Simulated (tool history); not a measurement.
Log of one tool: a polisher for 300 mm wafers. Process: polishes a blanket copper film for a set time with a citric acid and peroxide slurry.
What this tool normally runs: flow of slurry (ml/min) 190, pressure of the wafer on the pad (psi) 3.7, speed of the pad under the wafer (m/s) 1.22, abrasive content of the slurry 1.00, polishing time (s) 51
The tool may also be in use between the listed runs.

run,hour,flow of slurry (ml/min),pressure of the wafer on the pad (psi),speed of the pad under the wafer (m/s),abrasive content of the slurry,polishing time (s),"incoming thickness of the incoming film, nm",film removed (nm)
1,0.0,190,3.7,1.22,1.00,51,763.3,203.0
# hour 17.2: worn pad replaced by a new one
2,32.7,190,3.7,1.22,1.00,51,765.4,197.0
3,56.9,190,3.7,1.22,0.90,51,770.4,189.3
4,157.5,205,3.7,1.22,1.00,51,771.4,192.6
# hour 172.4: slurry nozzle cleaned
5,174.0,205,3.7,1.22,1.00,51,767.2,188.8
# hour 228.9: slurry blender recalibrated
# hour 230.7: worn pad replaced by a new one
6,239.2,205,3.7,1.22,1.00,51,765.9,199.0
7,265.9,190,3.7,1.22,1.00,51,771.0,193.4
8,286.2,190,3.7,1.22,1.00,51,767.5,196.2
9,311.5,220,3.7,1.22,1.00,51,781.2,193.9
# hour 329.4: head pressure recalibrated
10,335.0,190,3.7,1.22,1.10,51,766.2,189.7
# hour 423.8: slurry blender recalibrated
# hour 441.3: worn pad replaced by a new one
11,441.8,190,3.7,1.22,1.00,51,774.5,202.4
12,465.6,160,3.7,0.90,1.00,51,770.9,149.5
13,482.7,190,3.7,1.22,1.00,51,772.0,190.7
14,501.9,190,4.4,0.96,1.00,37,761.0,136.3
15,530.4,190,3.4,1.22,1.00,51,759.7,174.0
16,561.6,190,4.1,1.22,1.00,58,774.6,238.8
17,577.7,205,3.7,1.22,1.00,51,757.1,193.5
18,605.1,130,3.7,1.22,1.00,51,763.9,180.2
# hour 627.5: slurry blender recalibrated
19,638.7,190,5.0,1.22,0.75,51,771.0,254.2
# hour 650.6: worn pad replaced by a new one
20,651.9,190,3.7,1.22,1.20,51,760.9,210.0
21,669.5,190,4.1,1.22,0.75,68,762.4,272.3
22,682.1,190,3.7,1.22,0.90,60,770.9,225.9
23,700.7,190,3.7,1.22,1.00,51,771.5,197.9
24,726.0,190,3.7,1.34,0.90,51,785.1,204.9
25,748.2,190,2.6,1.22,1.00,51,762.8,135.2
26,762.6,135,3.7,1.22,1.00,51,767.3,184.7
27,788.0,190,3.7,1.22,1.00,35,778.3,128.2
28,803.9,190,3.7,1.46,0.90,44,771.7,189.0
29,817.9,190,4.9,1.22,1.30,64,760.7,332.9
30,830.1,190,3.7,1.54,1.00,51,777.4,231.0

Exercise: give the hidden state of the tool at every run:
removal rate lost through wear of the pad, %: 0 at every run
slurry flow missing at the pad, %: 0 at every run
deviation of the head's pressure from its setpoint, %: 0 at every run
H1: abrasive missing from the slurry, %
run,H1
1,3.59
2,12.9
3,17.6
4,26.5
5,27.2
6,10.2
7,17.7
8,21.9
9,25.8
10,28.3
11,8.28
12,14.5
13,17.9
14,20.8
15,24
16,26.4
17,27.3
18,28.4
19,4.6
20,8.64
21,13
22,15.6
23,18.6
24,21.7
25,23.7
26,24.7
27,26
28,26.7
29,27.1
30,27.5

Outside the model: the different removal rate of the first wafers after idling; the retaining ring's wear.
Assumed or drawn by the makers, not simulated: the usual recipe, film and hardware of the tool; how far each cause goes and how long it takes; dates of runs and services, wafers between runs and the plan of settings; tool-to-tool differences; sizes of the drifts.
